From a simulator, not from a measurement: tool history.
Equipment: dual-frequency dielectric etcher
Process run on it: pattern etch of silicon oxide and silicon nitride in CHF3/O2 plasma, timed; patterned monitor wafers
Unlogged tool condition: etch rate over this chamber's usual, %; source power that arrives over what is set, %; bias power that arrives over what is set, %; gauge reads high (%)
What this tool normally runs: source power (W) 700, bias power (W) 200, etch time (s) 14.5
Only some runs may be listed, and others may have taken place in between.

run,hour,source power (W),bias power (W),etch time (s),wafers since the last listed run,hours since the last wet clean,hours since the last source power generator calibration,hours since the last bias power generator calibration,hours since the last upper electrode change,hours since the gauge calibration,"read-back reference wafer on the same gauge, depth_nm",mean etch depth across the wafer (Å)
1,0.0,700,233,14.5,0,61.2,3406.5,3234.8,3737.3,1334.3,19.02,240.4
2,95.6,830,200,14.5,1679,156.8,3502.1,3330.4,3832.9,1429.9,19.00,242.2
3,174.1,700,220,14.5,1378,235.3,3580.6,3408.9,3911.4,1508.4,19.01,236.3
4,281.6,700,220,14.5,1888,342.8,3688.1,3516.4,4018.9,1615.9,19.00,238.9
5,329.1,700,200,14.5,834,390.3,3735.6,3563.9,4066.4,1663.4,19.02,232.2
6,433.3,700,200,14.5,1830,494.5,3839.8,3668.1,4170.6,1767.6,19.01,232.5
# hour 512.1: wet clean of the chamber
7,527.6,700,200,16.5,1234,15.5,3934.1,3762.4,4264.9,1861.9,19.01,259.9
# hour 591.1: bias power generator calibrated
8,617.4,700,200,16.5,1506,105.3,4023.9,26.3,4354.7,1951.7,19.02,262.2
# hour 742.1: upper electrode replaced
9,742.6,700,162,13.0,1777,230.5,4149.1,151.5,0.5,2076.9,19.02,195.1
10,811.4,700,162,13.0,1208,299.3,4217.9,220.3,69.3,2145.7,18.99,196.6
11,861.5,700,239,14.5,879,349.4,4268.0,270.4,119.4,2195.8,19.00,242.1
12,932.1,700,239,14.5,1239,420.0,4338.6,341.0,190.0,2266.4,18.99,242.2
# hour 992.3: gauge calibrated
# hour 1048.5: wet clean of the chamber
13,1049.0,700,200,14.5,1631,0.5,4455.5,457.9,306.9,56.7,19.00,229.3
14,1075.2,570,167,12.0,460,26.7,4481.7,484.1,333.1,82.9,19.01,171.4
# hour 1145.0: source power generator calibrated
15,1173.0,700,200,14.5,1647,124.5,28.0,581.9,430.9,180.7,18.99,230.2
16,1245.5,650,246,14.5,1273,197.0,100.5,654.4,503.4,253.2,19.02,239.1
17,1297.5,870,238,14.5,913,249.0,152.5,706.4,555.4,305.2,18.98,259.6
18,1367.4,700,200,14.5,1227,318.9,222.4,776.3,625.3,375.1,19.01,231.8
19,1435.6,760,168,15.5,1197,387.1,290.6,844.5,693.5,443.3,19.02,244.7
20,1501.8,530,179,14.5,1162,453.3,356.8,910.7,759.7,509.5,18.98,207.8
# hour 1555.6: wet clean of the chamber
21,1600.2,830,176,16.5,1306,44.6,455.2,1009.1,858.1,607.9,18.98,265.5
22,1668.6,800,179,14.5,1201,113.0,523.6,1077.5,926.5,676.3,18.99,232.6
23,1730.1,700,200,14.5,1080,174.5,585.1,1139.0,988.0,737.8,19.00,229.7
24,1767.3,700,200,14.5,653,211.7,622.3,1176.2,1025.2,775.0,19.02,229.6
25,1810.1,620,200,10.5,751,254.5,665.1,1219.0,1068.0,817.8,19.00,161.5
26,1900.3,750,215,10.5,1584,344.7,755.3,1309.2,1158.2,908.0,19.00,174.0
27,1968.0,700,200,12.0,1189,412.4,823.0,1376.9,1225.9,975.7,19.01,191.8
28,2074.7,820,156,14.5,1874,519.1,929.7,1483.6,1332.6,1082.4,19.00,228.2
29,2161.1,540,200,14.5,1517,605.5,1016.1,1570.0,1419.0,1168.8,18.99,215.5
# hour 2186.5: wet clean of the chamber
30,2267.1,620,200,14.5,1440,80.6,1122.1,1676.0,1525.0,1274.8,19.01,222.0

Predict each of these 3 candidate next runs independently; none follows another, all start after run 30:
A,2267.5,700,200,17.5,7,81.0,1122.5,1676.4,1525.4,1275.2,?,?
B,2267.5,620,217,17.0,7,81.0,1122.5,1676.4,1525.4,1275.2,?,?
C,2267.5,760,185,16.0,7,81.0,1122.5,1676.4,1525.4,1275.2,?,?

run,"read-back reference wafer on the same gauge, depth_nm",mean etch depth across the wafer (Å)
A,18.99,277.2
B,18.99,265.6
C,18.99,254.6
The same runs, with their run-to-run variation unchanged, on a tool lacking any hidden condition would have given:
run,mean etch depth across the wafer (Å)
A,276.2
B,264.7
C,253.7
